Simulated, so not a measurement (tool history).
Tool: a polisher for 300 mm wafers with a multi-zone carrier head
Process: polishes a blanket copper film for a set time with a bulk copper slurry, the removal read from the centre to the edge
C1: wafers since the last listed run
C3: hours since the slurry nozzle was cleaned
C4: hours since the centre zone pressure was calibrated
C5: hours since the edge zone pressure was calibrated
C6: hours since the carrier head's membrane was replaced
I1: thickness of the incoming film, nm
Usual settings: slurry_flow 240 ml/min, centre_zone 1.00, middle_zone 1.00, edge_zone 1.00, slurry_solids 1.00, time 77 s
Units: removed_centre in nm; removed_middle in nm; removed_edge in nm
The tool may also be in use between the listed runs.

run 1 hour=0.0 | slurry_flow=240 centre_zone=1.00 middle_zone=1.00 edge_zone=1.00 slurry_solids=1.00 time=77 | C1=0 wafers_polished_on_this_pad=844 C3=261.5 C4=1078.0 C5=496.6 C6=823.6 | I1=3344.9 | removed_centre=573.0 removed_middle=570.0 removed_edge=577.9
-- hour=40.0 centre zone pressure recalibrated
run 2 hour=48.9 | slurry_flow=240 centre_zone=1.00 middle_zone=1.00 edge_zone=1.00 slurry_solids=1.00 time=77 | C1=446 wafers_polished_on_this_pad=1291 C3=310.4 C4=8.9 C5=545.5 C6=872.5 | I1=3317.5 | removed_centre=585.9 removed_middle=576.7 removed_edge=575.7
run 3 hour=139.8 | slurry_flow=240 centre_zone=0.98 middle_zone=1.00 edge_zone=1.00 slurry_solids=1.00 time=77 | C1=865 wafers_polished_on_this_pad=2156 C3=401.3 C4=99.8 C5=636.4 C6=963.4 | I1=3363.2 | removed_centre=551.4 removed_middle=554.4 removed_edge=583.7
-- hour=210.8 worn pad replaced by a new one
run 4 hour=224.2 | slurry_flow=240 centre_zone=1.00 middle_zone=1.00 edge_zone=1.00 slurry_solids=0.95 time=77 | C1=765 wafers_polished_on_this_pad=127 C3=485.7 C4=184.2 C5=720.8 C6=1047.8 | I1=3330.8 | removed_centre=576.3 removed_middle=573.9 removed_edge=584.2
-- hour=285.8 slurry nozzle cleaned
run 5 hour=291.5 | slurry_flow=240 centre_zone=1.00 middle_zone=1.00 edge_zone=1.00 slurry_solids=1.00 time=77 | C1=631 wafers_polished_on_this_pad=758 C3=5.7 C4=251.5 C5=788.1 C6=1115.1 | I1=3323.2 | removed_centre=576.3 removed_middle=582.0 removed_edge=595.7
-- hour=440.8 edge zone pressure recalibrated
-- hour=498.9 carrier head's membrane replaced by a new one
-- hour=505.1 worn pad replaced by a new one
run 6 hour=560.3 | slurry_flow=240 centre_zone=1.00 middle_zone=1.00 edge_zone=1.00 slurry_solids=1.00 time=77 | C1=2455 wafers_polished_on_this_pad=525 C3=274.5 C4=520.3 C5=119.5 C6=61.4 | I1=3360.4 | removed_centre=582.2 removed_middle=601.6 removed_edge=597.4
run 7 hour=598.7 | slurry_flow=240 centre_zone=1.00 middle_zone=1.00 edge_zone=1.00 slurry_solids=1.00 time=77 | C1=365 wafers_polished_on_this_pad=891 C3=312.9 C4=558.7 C5=157.9 C6=99.8 | I1=3393.3 | removed_centre=572.0 removed_middle=584.0 removed_edge=588.6
run 8 hour=690.6 | slurry_flow=240 centre_zone=1.00 middle_zone=1.00 edge_zone=1.00 slurry_solids=1.00 time=77 | C1=875 wafers_polished_on_this_pad=1766 C3=404.8 C4=650.6 C5=249.8 C6=191.7 | I1=3311.4 | removed_centre=570.0 removed_middle=567.8 removed_edge=580.6
-- hour=760.8 slurry nozzle cleaned
run 9 hour=770.3 | slurry_flow=240 centre_zone=1.00 middle_zone=1.00 edge_zone=1.00 slurry_solids=1.00 time=77 | C1=749 wafers_polished_on_this_pad=2515 C3=9.5 C4=730.3 C5=329.5 C6=271.4 | I1=3409.6 | removed_centre=561.0 removed_middle=560.8 removed_edge=577.4
run 10 hour=810.8 | slurry_flow=240 centre_zone=1.00 middle_zone=1.00 edge_zone=0.91 slurry_solids=0.85 time=77 | C1=385 wafers_polished_on_this_pad=2901 C3=50.0 C4=770.8 C5=370.0 C6=311.9 | I1=3306.5 | removed_centre=533.8 removed_middle=546.0 removed_edge=527.3
-- hour=821.5 worn pad replaced by a new one
run 11 hour=887.0 | slurry_flow=240 centre_zone=1.00 middle_zone=1.00 edge_zone=1.00 slurry_solids=1.00 time=77 | C1=687 wafers_polished_on_this_pad=623 C3=126.2 C4=847.0 C5=446.2 C6=388.1 | I1=3348.9 | removed_centre=590.1 removed_middle=595.7 removed_edge=594.2
run 12 hour=930.7 | slurry_flow=240 centre_zone=1.00 middle_zone=1.00 edge_zone=0.90 slurry_solids=1.00 time=77 | C1=416 wafers_polished_on_this_pad=1040 C3=169.9 C4=890.7 C5=489.9 C6=431.8 | I1=3389.8 | removed_centre=572.3 removed_middle=577.8 removed_edge=560.7
run 13 hour=1009.1 | slurry_flow=205 centre_zone=0.92 middle_zone=1.00 edge_zone=1.00 slurry_solids=1.00 time=77 | C1=746 wafers_polished_on_this_pad=1786 C3=248.3 C4=969.1 C5=568.3 C6=510.2 | I1=3433.3 | removed_centre=515.1 removed_middle=568.8 removed_edge=568.4
run 14 hour=1088.6 | slurry_flow=240 centre_zone=0.89 middle_zone=1.05 edge_zone=1.00 slurry_solids=1.00 time=77 | C1=757 wafers_polished_on_this_pad=2543 C3=327.8 C4=1048.6 C5=647.8 C6=589.7 | I1=3355.6 | removed_centre=492.5 removed_middle=586.4 removed_edge=582.1
-- hour=1103.0 centre zone pressure recalibrated
-- hour=1131.6 worn pad replaced by a new one
run 15 hour=1168.5 | slurry_flow=240 centre_zone=0.91 middle_zone=1.00 edge_zone=1.05 slurry_solids=0.90 time=56 | C1=703 wafers_polished_on_this_pad=351 C3=407.7 C4=65.5 C5=727.7 C6=669.6 | I1=3379.7 | removed_centre=372.3 removed_middle=418.5 removed_edge=433.4
run 16 hour=1243.7 | slurry_flow=240 centre_zone=1.00 middle_zone=1.00 edge_zone=1.00 slurry_solids=1.00 time=77 | C1=716 wafers_polished_on_this_pad=1067 C3=482.9 C4=140.7 C5=802.9 C6=744.8 | I1=3359.3 | removed_centre=578.3 removed_middle=585.1 removed_edge=602.4
-- hour=1285.5 edge zone pressure recalibrated
run 17 hour=1338.9 | slurry_flow=240 centre_zone=0.89 middle_zone=1.12 edge_zone=1.00 slurry_solids=1.00 time=57 | C1=887 wafers_polished_on_this_pad=1954 C3=578.1 C4=235.9 C5=53.4 C6=840.0 | I1=3354.5 | removed_centre=376.4 removed_middle=467.6 removed_edge=436.4
-- hour=1353.8 slurry nozzle cleaned
run 18 hour=1377.8 | slurry_flow=240 centre_zone=0.92 middle_zone=1.00 edge_zone=1.11 slurry_solids=1.00 time=77 | C1=360 wafers_polished_on_this_pad=2315 C3=24.0 C4=274.8 C5=92.3 C6=878.9 | I1=3416.0 | removed_centre=527.1 removed_middle=564.5 removed_edge=612.5
-- hour=1438.5 worn pad replaced by a new one
run 19 hour=1439.0 | slurry_flow=240 centre_zone=1.00 middle_zone=1.00 edge_zone=1.00 slurry_solids=1.00 time=77 | C1=544 wafers_polished_on_this_pad=4 C3=85.2 C4=336.0 C5=153.5 C6=940.1 | I1=3334.8 | removed_centre=588.9 removed_middle=601.1 removed_edge=598.8

5 ways to go on from here, each from the tool as it stands after run 19. What would each give?
run A hour=1439.4 | slurry_flow=240 centre_zone=1.00 middle_zone=1.00 edge_zone=1.10 slurry_solids=1.00 time=77 | C1=3 wafers_polished_on_this_pad=8 C3=85.6 C4=336.4 C5=153.9 C6=940.5 | I1=3369.5 | removed_centre=? removed_middle=? removed_edge=?
run B hour=1439.4 | slurry_flow=240 centre_zone=0.88 middle_zone=1.00 edge_zone=1.00 slurry_solids=0.90 time=62 | C1=3 wafers_polished_on_this_pad=8 C3=85.6 C4=336.4 C5=153.9 C6=940.5 | I1=3369.5 | removed_centre=? removed_middle=? removed_edge=?
run C hour=1439.4 | slurry_flow=170 centre_zone=1.00 middle_zone=1.00 edge_zone=0.94 slurry_solids=1.30 time=77 | C1=3 wafers_polished_on_this_pad=8 C3=85.6 C4=336.4 C5=153.9 C6=940.5 | I1=3369.5 | removed_centre=? removed_middle=? removed_edge=?
run D hour=1439.4 | slurry_flow=240 centre_zone=0.96 middle_zone=1.11 edge_zone=1.00 slurry_solids=1.00 time=77 | C1=3 wafers_polished_on_this_pad=8 C3=85.6 C4=336.4 C5=153.9 C6=940.5 | I1=3369.5 | removed_centre=? removed_middle=? removed_edge=?
run E hour=1439.4 | slurry_flow=295 centre_zone=1.00 middle_zone=1.00 edge_zone=1.00 slurry_solids=1.00 time=97 | C1=3 wafers_polished_on_this_pad=8 C3=85.6 C4=336.4 C5=153.9 C6=940.5 | I1=3369.5 | removed_centre=? removed_middle=? removed_edge=?

run=A removed_centre=586.1 removed_middle=590.9 removed_edge=629.9
run=B removed_centre=402.8 removed_middle=462.3 removed_edge=471.6
run=C removed_centre=602.2 removed_middle=610.2 removed_edge=612.6
run=D removed_centre=562.9 removed_middle=646.0 removed_edge=602.4
run=E removed_centre=754.7 removed_middle=759.3 removed_edge=771.3
Without the tool's hidden state the same runs would have given:
run=A removed_centre=586.5 removed_middle=591.3 removed_edge=630.4
run=B removed_centre=403.1 removed_middle=462.6 removed_edge=471.9
run=C removed_centre=602.6 removed_middle=610.6 removed_edge=613.0
run=D removed_centre=563.3 removed_middle=646.4 removed_edge=602.8
run=E removed_centre=755.2 removed_middle=759.8 removed_edge=771.8
